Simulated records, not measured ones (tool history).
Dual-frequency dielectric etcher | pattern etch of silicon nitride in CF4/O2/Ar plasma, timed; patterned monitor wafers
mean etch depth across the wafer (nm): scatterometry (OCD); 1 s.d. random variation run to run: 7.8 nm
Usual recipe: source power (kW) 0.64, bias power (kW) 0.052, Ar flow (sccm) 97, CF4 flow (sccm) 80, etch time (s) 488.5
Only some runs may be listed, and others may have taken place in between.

| run | hour | source power (kW) | bias power (kW) | Ar flow (sccm) | CF4 flow (sccm) | etch time (s) | wafers since the last listed run | hours since the last wet clean | hours since the last source power generator calibration | hours since the last bias power generator calibration | hours since the last Ar flow controller change | hours since the last CF4 flow controller change | hours since the last upper electrode change | hours since the gauge calibration | read-back reference wafer on the same gauge, depth_nm | mean etch depth across the wafer (nm) |
|---|---|---|---|---|---|---|---|---|---|---|---|---|---|---|---|---|
| 1 | 0 | 0.59 | 0.052 | 97 | 80 | 488.5 | 0 | 303.5 | 3321.3 | 2694.1 | 5860.6 | 143.2 | 3044.6 | 470.4 | 982.5 | 986.2 |
| 2 | 48.6 | 0.64 | 0.052 | 97 | 80 | 356.5 | 129 | 352.1 | 3369.9 | 2742.7 | 5909.2 | 191.8 | 3093.2 | 519 | 980.9 | 783.9 |
| 3 | 143.1 | 0.64 | 0.052 | 97 | 80 | 488.5 | 252 | 446.6 | 3464.4 | 2837.2 | 6003.7 | 286.3 | 3187.7 | 613.5 | 980.9 | 1075.1 |
| 4 | 243.3 | 0.64 | 0.052 | 97 | 80 | 360 | 267 | 546.8 | 3564.6 | 2937.4 | 6103.9 | 386.5 | 3287.9 | 713.7 | 979.9 | 785 |
|  | 298.4 | wet clean of the chamber |
| 5 | 300.3 | 0.7 | 0.048 | 83 | 61 | 488.5 | 88 | 1.9 | 3621.6 | 2994.4 | 6160.9 | 443.5 | 3344.9 | 770.7 | 978 | 1164.2 |
|  | 358.1 | upper electrode replaced |
| 6 | 394.3 | 0.64 | 0.042 | 82 | 80 | 590 | 187 | 95.9 | 3715.6 | 3088.4 | 6254.9 | 537.5 | 36.2 | 864.7 | 981.6 | 1225.6 |
|  | 467.6 | bias power generator calibrated |
| 7 | 480.7 | 0.64 | 0.052 | 97 | 80 | 540 | 220 | 182.3 | 3802 | 13.1 | 6341.3 | 623.9 | 122.6 | 951.1 | 980.5 | 1232.5 |
| 8 | 576.7 | 0.64 | 0.052 | 97 | 80 | 488.5 | 256 | 278.3 | 3898 | 109.1 | 6437.3 | 719.9 | 218.6 | 1047.1 | 978.7 | 1121.3 |
| 9 | 629.5 | 0.64 | 0.052 | 97 | 80 | 488.5 | 141 | 331.1 | 3950.8 | 161.9 | 6490.1 | 772.7 | 271.4 | 1099.9 | 979.1 | 1106.7 |
|  | 680.8 | Ar flow controller replaced |
| 10 | 699.6 | 0.64 | 0.044 | 97 | 80 | 416.5 | 171 | 401.2 | 4020.9 | 232 | 18.8 | 842.8 | 341.5 | 1170 | 979.7 | 878.8 |
|  | 755.5 | source power generator calibrated |
| 11 | 827.5 | 0.64 | 0.052 | 97 | 80 | 488.5 | 331 | 529.1 | 72 | 359.9 | 146.7 | 970.7 | 469.4 | 1297.9 | 980.5 | 1077.5 |
|  | 944.3 | wet clean of the chamber |
| 12 | 944.8 | 0.58 | 0.052 | 81 | 80 | 532 | 249 | 0.5 | 189.3 | 477.2 | 264 | 1088 | 586.7 | 1415.2 | 982.9 | 1127.8 |
| 13 | 986.7 | 0.76 | 0.043 | 73 | 80 | 488.5 | 112 | 42.4 | 231.2 | 519.1 | 305.9 | 1129.9 | 628.6 | 1457.1 | 975.6 | 1278.5 |
| 14 | 1052.2 | 0.64 | 0.052 | 97 | 66 | 488.5 | 175 | 107.9 | 296.7 | 584.6 | 371.4 | 1195.4 | 694.1 | 1522.6 | 982 | 1080.9 |
| 15 | 1153.7 | 0.76 | 0.047 | 97 | 80 | 602 | 271 | 209.4 | 398.2 | 686.1 | 472.9 | 1296.9 | 795.6 | 1624.1 | 979 | 1576.5 |
| 16 | 1244.1 | 0.78 | 0.052 | 97 | 74 | 488.5 | 241 | 299.8 | 488.6 | 776.5 | 563.3 | 1387.3 | 886 | 1714.5 | 979.4 | 1341.8 |
| 17 | 1317.6 | 0.64 | 0.052 | 82 | 80 | 488.5 | 196 | 373.3 | 562.1 | 850 | 636.8 | 1460.8 | 959.5 | 1788 | 980.4 | 1111.4 |
| 18 | 1355 | 0.64 | 0.052 | 107 | 80 | 488.5 | 100 | 410.7 | 599.5 | 887.4 | 674.2 | 1498.2 | 996.9 | 1825.4 | 979.6 | 1076.9 |
| 19 | 1460.1 | 0.64 | 0.052 | 97 | 80 | 488.5 | 281 | 515.8 | 704.6 | 992.5 | 779.3 | 1603.3 | 1102 | 1930.5 | 980.9 | 1082.3 |
|  | 1516 | wet clean of the chamber |
| 20 | 1594 | 0.64 | 0.052 | 97 | 80 | 583.5 | 293 | 78 | 838.5 | 1126.4 | 913.2 | 1737.2 | 1235.9 | 2064.4 | 981.6 | 1333.9 |
| 21 | 1682.1 | 0.64 | 0.052 | 97 | 80 | 488.5 | 235 | 166.1 | 926.6 | 1214.5 | 1001.3 | 1825.3 | 1324 | 2152.5 | 979 | 1110.9 |

Alternative continuations, all from the tool just after run 21; predict every row:
| A | 1682.7 | 0.64 | 0.052 | 97 | 80 | 488.5 | 1 | 166.7 | 927.2 | 1215.1 | 1001.9 | 1825.9 | 1324.6 | 2153.1 | ? | ? |
| B | 1682.7 | 0.74 | 0.052 | 97 | 64 | 556.5 | 1 | 166.7 | 927.2 | 1215.1 | 1001.9 | 1825.9 | 1324.6 | 2153.1 | ? | ? |
| C | 1682.7 | 0.64 | 0.056 | 83 | 80 | 488.5 | 1 | 166.7 | 927.2 | 1215.1 | 1001.9 | 1825.9 | 1324.6 | 2153.1 | ? | ? |
| D | 1682.7 | 0.79 | 0.061 | 97 | 80 | 488.5 | 1 | 166.7 | 927.2 | 1215.1 | 1001.9 | 1825.9 | 1324.6 | 2153.1 | ? | ? |

| run | read-back reference wafer on the same gauge, depth_nm | mean etch depth across the wafer (nm) |
|---|---|---|
| A | 982.6 | 1120.7 |
| B | 982.6 | 1450.5 |
| C | 982.6 | 1178.7 |
| D | 982.6 | 1493.7 |
Without the tool's hidden state the same runs would have given:
| run | mean etch depth across the wafer (nm) |
|---|---|
| A | 1146 |
| B | 1483.4 |
| C | 1205.2 |
| D | 1527.7 |
